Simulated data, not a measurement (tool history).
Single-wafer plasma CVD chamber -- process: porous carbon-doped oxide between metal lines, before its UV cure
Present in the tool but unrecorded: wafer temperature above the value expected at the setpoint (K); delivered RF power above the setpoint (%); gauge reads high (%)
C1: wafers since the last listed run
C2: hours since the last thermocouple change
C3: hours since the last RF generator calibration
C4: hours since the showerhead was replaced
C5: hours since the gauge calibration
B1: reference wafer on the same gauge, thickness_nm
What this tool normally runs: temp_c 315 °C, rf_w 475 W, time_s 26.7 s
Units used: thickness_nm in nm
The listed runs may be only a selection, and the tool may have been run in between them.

Run 1, hour 0: usual settings; C1 0; C2 1587.5; C3 1672.7; C4 1797.6; C5 220.6; B1 135.944. Result: thickness_nm 133.876 nm.
Run 2, hour 27.4: usual settings; C1 442; C2 1614.9; C3 1700.1; C4 1825; C5 248; B1 136.073. Result: thickness_nm 133.922 nm.
Run 3, hour 59.7: usual settings; C1 522; C2 1647.2; C3 1732.4; C4 1857.3; C5 280.3; B1 136.078. Result: thickness_nm 133.769 nm.
Run 4, hour 85.8: usual settings; C1 421; C2 1673.3; C3 1758.5; C4 1883.4; C5 306.4; B1 135.973. Result: thickness_nm 133.865 nm.
Run 5, hour 123.7: usual settings; C1 612; C2 1711.2; C3 1796.4; C4 1921.3; C5 344.3; B1 136.128. Result: thickness_nm 133.587 nm.
Run 6, hour 182.3: usual settings; C1 947; C2 1769.8; C3 1855; C4 1979.9; C5 402.9; B1 135.982. Result: thickness_nm 133.238 nm.
Run 7, hour 249: usual settings; C1 1078; C2 1836.5; C3 1921.7; C4 2046.6; C5 469.6; B1 136.109. Result: thickness_nm 132.942 nm.
Run 8, hour 308.1: usual settings; C1 955; C2 1895.6; C3 1980.8; C4 2105.7; C5 528.7; B1 135.858. Result: thickness_nm 132.993 nm.
Run 9, hour 347.3: usual settings; C1 633; C2 1934.8; C3 2020; C4 2144.9; C5 567.9; B1 135.923. Result: thickness_nm 132.685 nm.
Run 10, hour 387.2: usual settings; C1 644; C2 1974.7; C3 2059.9; C4 2184.8; C5 607.8; B1 136.066. Result: thickness_nm 132.579 nm.
Run 11, hour 441.3: usual settings; C1 874; C2 2028.8; C3 2114; C4 2238.9; C5 661.9; B1 135.928. Result: thickness_nm 132.731 nm.
Run 12, hour 486: usual settings; C1 722; C2 2073.5; C3 2158.7; C4 2283.6; C5 706.6; B1 135.928. Result: thickness_nm 132.195 nm.
At hour 598.3: gauge calibrated.
Run 13, hour 647.2: usual settings but time_s 23.5 s; C1 2605; C2 2234.7; C3 2319.9; C4 2444.8; C5 48.9; B1 136.03. Result: thickness_nm 115.51 nm.
Run 14, hour 675.9: usual settings; C1 463; C2 2263.4; C3 2348.6; C4 2473.5; C5 77.6; B1 135.939. Result: thickness_nm 131.118 nm.
Run 15, hour 734.7: usual settings but temp_c 327 °C, rf_w 420 W, time_s 21.6 s; C1 950; C2 2322.2; C3 2407.4; C4 2532.3; C5 136.4; B1 136.08. Result: thickness_nm 90.555 nm.
Run 16, hour 776.7: usual settings but temp_c 326 °C; C1 678; C2 2364.2; C3 2449.4; C4 2574.3; C5 178.4; B1 135.975. Result: thickness_nm 121.657 nm.
Run 17, hour 803.6: usual settings but time_s 24.9 s; C1 434; C2 2391.1; C3 2476.3; C4 2601.2; C5 205.3; B1 135.969. Result: thickness_nm 121.727 nm.
At hour 822.7: RF generator calibrated.
Run 18, hour 851.3: usual settings; C1 641; C2 2438.8; C3 28.6; C4 2648.9; C5 253; B1 136.008. Result: thickness_nm 134.166 nm.
At hour 870.9: thermocouple changed; heater temperature recalibrated.
Run 19, hour 881.3: usual settings; C1 355; C2 10.4; C3 58.6; C4 2678.9; C5 283; B1 136.009. Result: thickness_nm 138.769 nm.
Run 20, hour 936.2: usual settings but temp_c 308 °C; C1 887; C2 65.3; C3 113.5; C4 2733.8; C5 337.9; B1 136.066. Result: thickness_nm 144.434 nm.
At hour 978.4: showerhead replaced.
Run 21, hour 993.6: usual settings but temp_c 306 °C; C1 798; C2 122.7; C3 170.9; C4 15.2; C5 395.3; B1 136.059. Result: thickness_nm 145.879 nm.
Run 22, hour 1025: usual settings but time_s 29.7 s; C1 507; C2 154.1; C3 202.3; C4 46.6; C5 426.7; B1 136.062. Result: thickness_nm 153.533 nm.
Run 23, hour 1056.9: usual settings but temp_c 309 °C, time_s 31.3 s; C1 515; C2 186; C3 234.2; C4 78.5; C5 458.6; B1 135.989. Result: thickness_nm 166.568 nm.
Run 24, hour 1101.8: usual settings but temp_c 323 °C, time_s 30.6 s; C1 725; C2 230.9; C3 279.1; C4 123.4; C5 503.5; B1 136.081. Result: thickness_nm 150.889 nm.
Run 25, hour 1137.2: usual settings but temp_c 323 °C, rf_w 425 W, time_s 22.8 s; C1 572; C2 266.3; C3 314.5; C4 158.8; C5 538.9; B1 135.967. Result: thickness_nm 104.238 nm.
Run 26, hour 1192.1: usual settings; C1 887; C2 321.2; C3 369.4; C4 213.7; C5 593.8; B1 135.963. Result: thickness_nm 138.07 nm.
Run 27, hour 1250.4: usual settings but temp_c 309 °C, rf_w 555 W, time_s 24 s; C1 942; C2 379.5; C3 427.7; C4 272; C5 652.1; B1 135.938. Result: thickness_nm 142.48 nm.

What if the next run were any one of these 4? Each begins from the tool's condition after run 27:
Run A, hour 1250.8: usual settings but time_s 21.9 s; C1 6; C2 379.9; C3 428.1; C4 272.4; C5 652.5; B1 ?. Result: thickness_nm ?.
Run B, hour 1250.8: usual settings but temp_c 310 °C, rf_w 410 W; C1 6; C2 379.9; C3 428.1; C4 272.4; C5 652.5; B1 ?. Result: thickness_nm ?.
Run C, hour 1250.8: usual settings but rf_w 520 W; C1 6; C2 379.9; C3 428.1; C4 272.4; C5 652.5; B1 ?. Result: thickness_nm ?.
Run D, hour 1250.8: usual settings but rf_w 515 W; C1 6; C2 379.9; C3 428.1; C4 272.4; C5 652.5; B1 ?. Result: thickness_nm ?.

run       B1  thickness_nm
  A  135.924        113.43
  B  135.924       127.035
  C  135.924        145.87
  D  135.924       144.948
The same runs, with their run-to-run variation unchanged, on a tool lacking any hidden condition would have given:
run  thickness_nm
  A       113.981
  B       127.699
  C       146.576
  D       145.649
